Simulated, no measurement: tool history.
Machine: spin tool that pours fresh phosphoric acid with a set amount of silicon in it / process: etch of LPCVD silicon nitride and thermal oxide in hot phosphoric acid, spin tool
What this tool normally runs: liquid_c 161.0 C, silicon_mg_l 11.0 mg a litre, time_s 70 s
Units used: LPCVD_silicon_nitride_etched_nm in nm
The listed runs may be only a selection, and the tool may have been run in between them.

run	day	liquid_c	silicon_mg_l	time_s	read-back film thickness of the LPCVD silicon nitride reference wafer, read on the same gauge (nm)	LPCVD_silicon_nitride_etched_nm
1	0.000	161.0	11.0	70	100.01	6.87
2	1.742	161.0	11.0	70	100.03	6.83
3	4.696	161.0	11.0	70	99.98	6.75
# day 5.921: heated supply line repaired
4	7.462	159.5	3.0	85	99.98	8.17
5	10.292	161.0	11.0	95	99.99	9.42
6	13.025	164.0	19.0	90	100.02	9.89
# day 13.125: gauge calibrated
# day 13.362: dissolved silicon flow meter replaced
7	15.858	161.0	11.0	70	100.03	6.87
8	17.912	161.0	11.0	90	100.00	9.03
9	19.721	161.0	11.0	70	100.00	6.89
10	21.754	163.0	11.0	70	100.04	7.31
11	30.288	160.0	8.0	80	100.02	7.56
12	32.275	159.5	11.0	50	100.00	4.66
13	34.817	161.0	11.0	70	100.04	6.79
# day 35.321: heated supply line repaired
14	35.950	161.0	11.0	70	100.04	7.00
15	38.625	163.5	18.5	70	99.99	7.56
16	40.688	161.0	17.0	70	100.00	7.00
17	43.596	162.0	11.0	70	100.02	7.12
# day 51.567: thermometer replaced
18	52.442	159.5	17.0	70	100.01	6.44
19	53.717	159.0	11.0	95	99.96	8.56
20	54.958	161.0	5.5	50	100.01	4.79
21	56.717	159.5	4.5	85	100.03	7.89
22	59.179	159.5	17.0	70	100.00	6.42
23	60.738	161.0	11.0	70	99.98	6.78

Give the tool's hidden conditions for every run:
liquid hotter than its thermometer reads (K): 0 across all the runs
dissolved silicon flow above the setpoint (%): 0 across all the runs
gauge reads high (%): 0 across all the runs
H1: temperature lost on the way to the wafer (K)
run	H1
1	1.1
2	1.17
3	1.3
4	0.0993
5	0.22
6	0.337
7	0.458
8	0.545
9	0.622
10	0.709
11	1.07
12	1.16
13	1.27
14	0.214
15	0.328
16	0.416
17	0.54
18	0.917
19	0.972
20	1.02
21	1.1
22	1.21
23	1.27
